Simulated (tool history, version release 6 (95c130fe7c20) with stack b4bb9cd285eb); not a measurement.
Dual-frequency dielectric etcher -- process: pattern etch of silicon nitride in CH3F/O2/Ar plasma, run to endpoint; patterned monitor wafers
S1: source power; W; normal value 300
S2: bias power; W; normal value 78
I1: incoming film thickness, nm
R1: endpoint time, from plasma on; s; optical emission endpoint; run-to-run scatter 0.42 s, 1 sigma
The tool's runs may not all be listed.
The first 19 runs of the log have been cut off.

run 20 day=18.204 | S1=300 S2=67 | I1=29.37 | R1=52.6
-- day=19.017 source power generator calibrated
-- day=19.329 wet clean of the chamber
run 21 day=19.350 | S1=350 S2=69 | I1=29.27 | R1=46.3
run 22 day=19.783 | S1=300 S2=78 | I1=29.46 | R1=48.0
run 23 day=20.754 | S1=300 S2=78 | I1=29.39 | R1=47.9
run 24 day=21.479 | S1=250 S2=70 | I1=29.14 | R1=56.0
run 25 day=22.846 | S1=360 S2=64 | I1=29.82 | R1=48.4
run 26 day=23.517 | S1=360 S2=69 | I1=29.47 | R1=45.6
run 27 day=24.783 | S1=270 S2=84 | I1=29.32 | R1=49.8
run 28 day=25.342 | S1=300 S2=87 | I1=29.52 | R1=47.0
run 29 day=26.542 | S1=360 S2=66 | I1=29.23 | R1=47.2
run 30 day=28.004 | S1=250 S2=96 | I1=29.54 | R1=51.7
run 31 day=28.654 | S1=260 S2=66 | I1=29.63 | R1=58.4

Expected results for the next run?
run 32 day=30.283 | S1=300 S2=78 | I1=29.82 | R1=?

R1: 51.1 s
If the tool had no hidden condition, the same run with the same run-to-run variation would have returned R1 48.6 s.
